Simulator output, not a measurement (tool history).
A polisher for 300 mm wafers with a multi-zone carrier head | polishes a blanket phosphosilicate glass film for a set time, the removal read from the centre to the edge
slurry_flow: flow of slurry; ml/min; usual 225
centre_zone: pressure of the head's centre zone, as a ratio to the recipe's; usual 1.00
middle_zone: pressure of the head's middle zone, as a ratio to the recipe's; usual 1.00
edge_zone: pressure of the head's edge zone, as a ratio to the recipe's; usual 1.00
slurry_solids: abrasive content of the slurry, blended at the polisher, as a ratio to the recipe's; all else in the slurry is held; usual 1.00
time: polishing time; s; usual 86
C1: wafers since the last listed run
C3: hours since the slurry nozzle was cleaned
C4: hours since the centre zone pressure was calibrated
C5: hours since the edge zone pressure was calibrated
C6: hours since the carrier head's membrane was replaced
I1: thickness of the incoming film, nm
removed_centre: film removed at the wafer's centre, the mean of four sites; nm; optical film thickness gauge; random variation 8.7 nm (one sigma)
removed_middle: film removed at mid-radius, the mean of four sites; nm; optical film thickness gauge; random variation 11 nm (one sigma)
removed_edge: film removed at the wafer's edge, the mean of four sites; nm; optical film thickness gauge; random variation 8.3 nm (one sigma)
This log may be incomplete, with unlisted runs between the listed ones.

{"run": 1, "hour": 0.0, "slurry_flow": 225, "centre_zone": 1.0, "middle_zone": 1.0, "edge_zone": 1.0, "slurry_solids": 1.0, "time": 86, "C1": 0, "wafers polished on this pad": 3308, "C3": 414.5, "C4": 563.3, "C5": 286.2, "C6": 283.9, "I1": 3558.1, "removed_centre": 834.9, "removed_middle": 841.6, "removed_edge": 857.3}
{"hour": 16.8, "done": "worn pad replaced by a new one"}
{"run": 2, "hour": 41.5, "slurry_flow": 225, "centre_zone": 1.0, "middle_zone": 1.0, "edge_zone": 1.0, "slurry_solids": 1.0, "time": 86, "C1": 389, "wafers polished on this pad": 256, "C3": 456.0, "C4": 604.8, "C5": 327.7, "C6": 325.4, "I1": 3560.9, "removed_centre": 836.5, "removed_middle": 808.4, "removed_edge": 867.7}
{"run": 3, "hour": 107.1, "slurry_flow": 225, "centre_zone": 1.0, "middle_zone": 1.0, "edge_zone": 1.0, "slurry_solids": 1.0, "time": 86, "C1": 681, "wafers polished on this pad": 937, "C3": 521.6, "C4": 670.4, "C5": 393.3, "C6": 391.0, "I1": 3526.8, "removed_centre": 840.4, "removed_middle": 832.6, "removed_edge": 862.1}
{"hour": 160.4, "done": "carrier head's membrane replaced by a new one"}
{"run": 4, "hour": 162.1, "slurry_flow": 225, "centre_zone": 1.0, "middle_zone": 1.0, "edge_zone": 1.0, "slurry_solids": 1.0, "time": 86, "C1": 519, "wafers polished on this pad": 1457, "C3": 576.6, "C4": 725.4, "C5": 448.3, "C6": 1.7, "I1": 3525.3, "removed_centre": 819.6, "removed_middle": 808.8, "removed_edge": 859.1}
{"run": 5, "hour": 198.5, "slurry_flow": 225, "centre_zone": 1.0, "middle_zone": 1.0, "edge_zone": 1.0, "slurry_solids": 1.0, "time": 86, "C1": 378, "wafers polished on this pad": 1835, "C3": 613.0, "C4": 761.8, "C5": 484.7, "C6": 38.1, "I1": 3524.2, "removed_centre": 851.1, "removed_middle": 840.3, "removed_edge": 869.7}
{"run": 6, "hour": 267.0, "slurry_flow": 155, "centre_zone": 1.0, "middle_zone": 1.0, "edge_zone": 1.0, "slurry_solids": 1.15, "time": 86, "C1": 711, "wafers polished on this pad": 2547, "C3": 681.5, "C4": 830.3, "C5": 553.2, "C6": 106.6, "I1": 3509.8, "removed_centre": 856.4, "removed_middle": 862.9, "removed_edge": 899.7}
{"hour": 301.9, "done": "edge zone pressure recalibrated"}
{"run": 7, "hour": 308.2, "slurry_flow": 225, "centre_zone": 1.09, "middle_zone": 1.0, "edge_zone": 1.0, "slurry_solids": 1.0, "time": 86, "C1": 407, "wafers polished on this pad": 2954, "C3": 722.7, "C4": 871.5, "C5": 6.3, "C6": 147.8, "I1": 3562.8, "removed_centre": 915.6, "removed_middle": 804.5, "removed_edge": 862.6}
{"hour": 331.5, "done": "worn pad replaced by a new one"}
{"run": 8, "hour": 364.3, "slurry_flow": 225, "centre_zone": 1.05, "middle_zone": 1.0, "edge_zone": 1.0, "slurry_solids": 1.15, "time": 86, "C1": 541, "wafers polished on this pad": 340, "C3": 778.8, "C4": 927.6, "C5": 62.4, "C6": 203.9, "I1": 3564.6, "removed_centre": 950.3, "removed_middle": 906.2, "removed_edge": 929.1}
{"hour": 388.4, "done": "slurry nozzle cleaned"}
{"run": 9, "hour": 416.5, "slurry_flow": 250, "centre_zone": 0.93, "middle_zone": 1.0, "edge_zone": 1.0, "slurry_solids": 1.0, "time": 86, "C1": 532, "wafers polished on this pad": 872, "C3": 28.1, "C4": 979.8, "C5": 114.6, "C6": 256.1, "I1": 3512.9, "removed_centre": 791.6, "removed_middle": 825.7, "removed_edge": 861.2}
{"run": 10, "hour": 466.9, "slurry_flow": 225, "centre_zone": 1.0, "middle_zone": 1.0, "edge_zone": 1.0, "slurry_solids": 1.0, "time": 86, "C1": 523, "wafers polished on this pad": 1396, "C3": 78.5, "C4": 1030.2, "C5": 165.0, "C6": 306.5, "I1": 3522.6, "removed_centre": 844.7, "removed_middle": 823.0, "removed_edge": 864.6}
{"run": 11, "hour": 524.1, "slurry_flow": 225, "centre_zone": 1.0, "middle_zone": 0.91, "edge_zone": 1.0, "slurry_solids": 1.2, "time": 111, "C1": 594, "wafers polished on this pad": 1990, "C3": 135.7, "C4": 1087.4, "C5": 222.2, "C6": 363.7, "I1": 3605.4, "removed_centre": 1209.2, "removed_middle": 1083.3, "removed_edge": 1219.4}
{"run": 12, "hour": 548.6, "slurry_flow": 225, "centre_zone": 1.0, "middle_zone": 1.0, "edge_zone": 1.0, "slurry_solids": 1.0, "time": 86, "C1": 254, "wafers polished on this pad": 2245, "C3": 160.2, "C4": 1111.9, "C5": 246.7, "C6": 388.2, "I1": 3490.8, "removed_centre": 839.6, "removed_middle": 804.0, "removed_edge": 856.0}
{"hour": 566.3, "done": "centre zone pressure recalibrated"}
{"hour": 599.3, "done": "carrier head's membrane replaced by a new one"}
{"run": 13, "hour": 614.8, "slurry_flow": 225, "centre_zone": 1.0, "middle_zone": 1.0, "edge_zone": 1.0, "slurry_solids": 1.0, "time": 86, "C1": 615, "wafers polished on this pad": 2860, "C3": 226.4, "C4": 48.5, "C5": 312.9, "C6": 15.5, "I1": 3529.9, "removed_centre": 854.6, "removed_middle": 840.6, "removed_edge": 842.7}
{"run": 14, "hour": 641.2, "slurry_flow": 225, "centre_zone": 1.0, "middle_zone": 1.0, "edge_zone": 1.0, "slurry_solids": 0.85, "time": 86, "C1": 274, "wafers polished on this pad": 3134, "C3": 252.8, "C4": 74.9, "C5": 339.3, "C6": 41.9, "I1": 3570.9, "removed_centre": 763.5, "removed_middle": 737.5, "removed_edge": 782.2}
{"hour": 670.8, "done": "worn pad replaced by a new one"}
{"run": 15, "hour": 671.3, "slurry_flow": 225, "centre_zone": 1.0, "middle_zone": 1.0, "edge_zone": 1.09, "slurry_solids": 1.15, "time": 86, "C1": 271, "wafers polished on this pad": 5, "C3": 282.9, "C4": 105.0, "C5": 369.4, "C6": 72.0, "I1": 3556.2, "removed_centre": 899.3, "removed_middle": 901.2, "removed_edge": 958.0}

Predict the results of run 16:
{"run": 16, "hour": 697.2, "slurry_flow": 225, "centre_zone": 1.07, "middle_zone": 1.0, "edge_zone": 1.09, "slurry_solids": 1.0, "time": 86, "C1": 269, "wafers polished on this pad": 274, "C3": 308.8, "C4": 130.9, "C5": 395.3, "C6": 97.9, "I1": 3522.5, "removed_centre": "?", "removed_middle": "?", "removed_edge": "?"}

Run 16 yielded removed_centre 899.0 nm, removed_middle 817.5 nm, removed_edge 891.6 nm.
The same run, on a tool lacking any hidden state, would have yielded removed_centre 899.0 nm, removed_middle 817.5 nm, removed_edge 891.6 nm.
